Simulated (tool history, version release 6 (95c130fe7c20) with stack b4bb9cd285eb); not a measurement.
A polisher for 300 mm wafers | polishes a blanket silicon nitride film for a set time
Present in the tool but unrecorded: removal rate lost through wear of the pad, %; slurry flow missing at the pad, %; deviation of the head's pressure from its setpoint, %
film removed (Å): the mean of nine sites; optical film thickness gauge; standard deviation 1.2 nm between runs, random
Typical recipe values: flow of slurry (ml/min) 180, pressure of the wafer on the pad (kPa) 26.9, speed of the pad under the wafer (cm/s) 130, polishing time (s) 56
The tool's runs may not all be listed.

| run | day | flow of slurry (ml/min) | pressure of the wafer on the pad (kPa) | speed of the pad under the wafer (cm/s) | polishing time (s) | wafers since the last listed run | wafers polished on this pad | hours since the slurry nozzle was cleaned | hours since the head pressure was calibrated | incoming thickness of the incoming film, nm | film removed (Å) |
|---|---|---|---|---|---|---|---|---|---|---|---|
| 1 | 0 | 210 | 26.9 | 130 | 56 | 0 | 570 | 141.5 | 1053 | 469.3 | 1078 |
| 2 | 0.654 | 210 | 26.9 | 130 | 56 | 120 | 691 | 157.2 | 1068.7 | 462.9 | 1085 |
|  | 1.304 | worn pad replaced by a new one |
| 3 | 3.904 | 180 | 26.9 | 130 | 56 | 566 | 478 | 235.2 | 1146.7 | 453.3 | 1054 |
|  | 6.679 | worn pad replaced by a new one |
| 4 | 8.4 | 180 | 26.9 | 130 | 56 | 795 | 316 | 343.1 | 1254.6 | 455.1 | 1061 |
| 5 | 9.396 | 180 | 31.7 | 130 | 66 | 183 | 499 | 367 | 1278.5 | 459.8 | 1458 |
| 6 | 10.833 | 180 | 31.7 | 130 | 66 | 264 | 763 | 401.5 | 1313 | 450.4 | 1467 |
| 7 | 11.383 | 180 | 26.9 | 130 | 56 | 101 | 864 | 414.7 | 1326.2 | 463.5 | 1079 |
|  | 12.375 | worn pad replaced by a new one |
|  | 13.042 | head pressure recalibrated |
|  | 13.425 | slurry nozzle cleaned |
| 8 | 13.825 | 180 | 26.9 | 130 | 69 | 395 | 243 | 9.6 | 18.8 | 461.7 | 1451 |
| 9 | 14.75 | 205 | 31 | 96 | 39 | 170 | 413 | 31.8 | 41 | 457.9 | 743 |
| 10 | 15.808 | 180 | 26.9 | 130 | 56 | 194 | 608 | 57.2 | 66.4 | 459.2 | 1162 |
| 11 | 16.796 | 205 | 31 | 96 | 39 | 181 | 789 | 80.9 | 90.1 | 465.6 | 724 |
|  | 17.108 | worn pad replaced by a new one |
| 12 | 18.108 | 180 | 34.5 | 174 | 64 | 210 | 184 | 112.4 | 121.6 | 464 | 2118 |
| 13 | 19.392 | 180 | 26.9 | 130 | 42 | 235 | 420 | 143.2 | 152.4 | 455 | 842 |
| 14 | 20.483 | 180 | 26.9 | 108 | 56 | 200 | 620 | 169.4 | 178.6 | 458.3 | 964 |
|  | 21.638 | worn pad replaced by a new one |
| 15 | 21.825 | 140 | 19.3 | 142 | 56 | 215 | 34 | 201.6 | 210.8 | 456.9 | 846 |
| 16 | 22.492 | 140 | 19.3 | 142 | 56 | 122 | 156 | 217.6 | 226.8 | 456.7 | 849 |

Each row is a separate what-if for the run after 16, all from the same tool condition, not one after another. Results?
| A | 22.508 | 180 | 26.9 | 130 | 56 | 3 | 159 | 218 | 227.2 | 462.8 | ? |
| B | 22.508 | 150 | 26.9 | 130 | 56 | 3 | 159 | 218 | 227.2 | 462.8 | ? |
| C | 22.508 | 180 | 31 | 150 | 43 | 3 | 159 | 218 | 227.2 | 462.8 | ? |
| D | 22.508 | 180 | 26.9 | 114 | 56 | 3 | 159 | 218 | 227.2 | 462.8 | ? |
| E | 22.508 | 180 | 26.9 | 88 | 66 | 3 | 159 | 218 | 227.2 | 462.8 | ? |

| run | film removed (Å) |
|---|---|
| A | 1113 |
| B | 1091 |
| C | 1106 |
| D | 1002 |
| E | 960 |
Had the tool no hidden state, the same runs would have come out as:
| run | film removed (Å) |
|---|---|
| A | 1178 |
| B | 1155 |
| C | 1171 |
| D | 1061 |
| E | 1017 |
